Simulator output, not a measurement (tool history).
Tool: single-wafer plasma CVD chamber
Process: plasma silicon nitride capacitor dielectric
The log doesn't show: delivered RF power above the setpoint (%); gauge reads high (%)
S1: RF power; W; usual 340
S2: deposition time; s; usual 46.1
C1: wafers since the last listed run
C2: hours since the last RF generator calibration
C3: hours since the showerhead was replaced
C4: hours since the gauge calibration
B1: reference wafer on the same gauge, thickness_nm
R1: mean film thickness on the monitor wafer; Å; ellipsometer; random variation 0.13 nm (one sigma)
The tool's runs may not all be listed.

run	hour	S1	S2	C1	C2	C3	C4	B1	R1
1	0.0	305	49.8	0	1858.0	3157.7	127.0	52.710	626.36
2	25.1	325	53.3	482	1883.1	3182.8	152.1	52.720	683.13
3	53.0	325	53.3	536	1911.0	3210.7	180.0	52.700	680.70
4	69.0	325	53.3	307	1927.0	3226.7	196.0	52.702	682.59
5	92.4	340	46.1	449	1950.4	3250.1	219.4	52.711	597.10
6	117.0	340	46.1	473	1975.0	3274.7	244.0	52.698	598.49
7	139.5	370	46.1	432	1997.5	3297.2	266.5	52.704	611.59
8	160.1	370	46.1	396	2018.1	3317.8	287.1	52.701	613.80
9	172.9	340	46.1	246	2030.9	3330.6	299.9	52.690	597.60
10	198.4	340	48.0	490	2056.4	3356.1	325.4	52.675	625.37
11	212.1	340	46.1	263	2070.1	3369.8	339.1	52.715	598.88
12	225.8	340	46.1	263	2083.8	3383.5	352.8	52.695	598.23
13	252.7	340	46.1	517	2110.7	3410.4	379.7	52.705	598.68
14	280.1	395	46.1	526	2138.1	3437.8	407.1	52.703	625.72
15	292.6	395	46.1	240	2150.6	3450.3	419.6	52.710	624.27
16	313.4	395	46.1	399	2171.4	3471.1	440.4	52.701	624.92
17	347.8	325	48.5	661	2205.8	3505.5	474.8	52.693	618.69
18	361.6	340	52.5	265	2219.6	3519.3	488.6	52.698	682.07
19	387.7	340	52.5	501	2245.7	3545.4	514.7	52.712	682.52
20	409.9	340	46.1	426	2267.9	3567.6	536.9	52.708	597.34
21	434.2	340	46.1	467	2292.2	3591.9	561.2	52.707	599.59
22	468.5	395	48.4	659	2326.5	3626.2	595.5	52.716	655.21
23	503.1	290	50.8	665	2361.1	3660.8	630.1	52.729	628.30
# hour 583.2: RF generator calibrated
24	583.7	405	37.6	1396	0.5	3741.4	710.7	52.704	524.36
25	606.3	340	46.1	434	23.1	3764.0	733.3	52.686	611.99
26	632.4	340	46.1	501	49.2	3790.1	759.4	52.693	612.17
# hour 654.0: gauge calibrated
27	664.4	340	46.1	615	81.2	3822.1	10.4	52.710	610.76
28	685.9	285	50.1	413	102.7	3843.6	31.9	52.682	631.45
# hour 729.2: showerhead replaced
29	729.7	390	54.7	688	146.5	0.5	75.7	52.694	751.23
30	743.2	285	39.7	259	160.0	14.0	89.2	52.710	497.22
31	758.5	400	46.1	294	175.3	29.3	104.5	52.724	639.98
32	774.4	360	50.1	305	191.2	45.2	120.4	52.691	670.63
33	807.4	360	42.4	634	224.2	78.2	153.4	52.694	568.95
34	842.8	395	46.1	680	259.6	113.6	188.8	52.697	635.36
35	874.6	395	48.6	611	291.4	145.4	220.6	52.721	668.18
36	905.4	340	50.0	592	322.2	176.2	251.4	52.697	655.54
37	939.4	405	52.8	653	356.2	210.2	285.4	52.701	729.85
38	964.9	340	51.6	490	381.7	235.7	310.9	52.695	678.09
39	993.1	270	53.8	542	409.9	263.9	339.1	52.694	661.49
40	1008.8	340	46.1	301	425.6	279.6	354.8	52.708	605.04

5 ways to go on from here, each from the tool as it stands after run 40. What would each give?
A	1009.2	300	46.1	7	426.0	280.0	355.2	?	?
B	1009.2	360	54.7	7	426.0	280.0	355.2	?	?
C	1009.2	370	37.7	7	426.0	280.0	355.2	?	?
D	1009.2	340	37.3	7	426.0	280.0	355.2	?	?
E	1009.2	340	39.2	7	426.0	280.0	355.2	?	?

run	B1	R1
A	52.694	583.65
B	52.694	730.72
C	52.694	507.71
D	52.694	489.95
E	52.694	514.91
Without the tool's hidden state the same runs would have given:
run	R1
A	591.51
B	740.56
C	514.55
D	496.55
E	521.85

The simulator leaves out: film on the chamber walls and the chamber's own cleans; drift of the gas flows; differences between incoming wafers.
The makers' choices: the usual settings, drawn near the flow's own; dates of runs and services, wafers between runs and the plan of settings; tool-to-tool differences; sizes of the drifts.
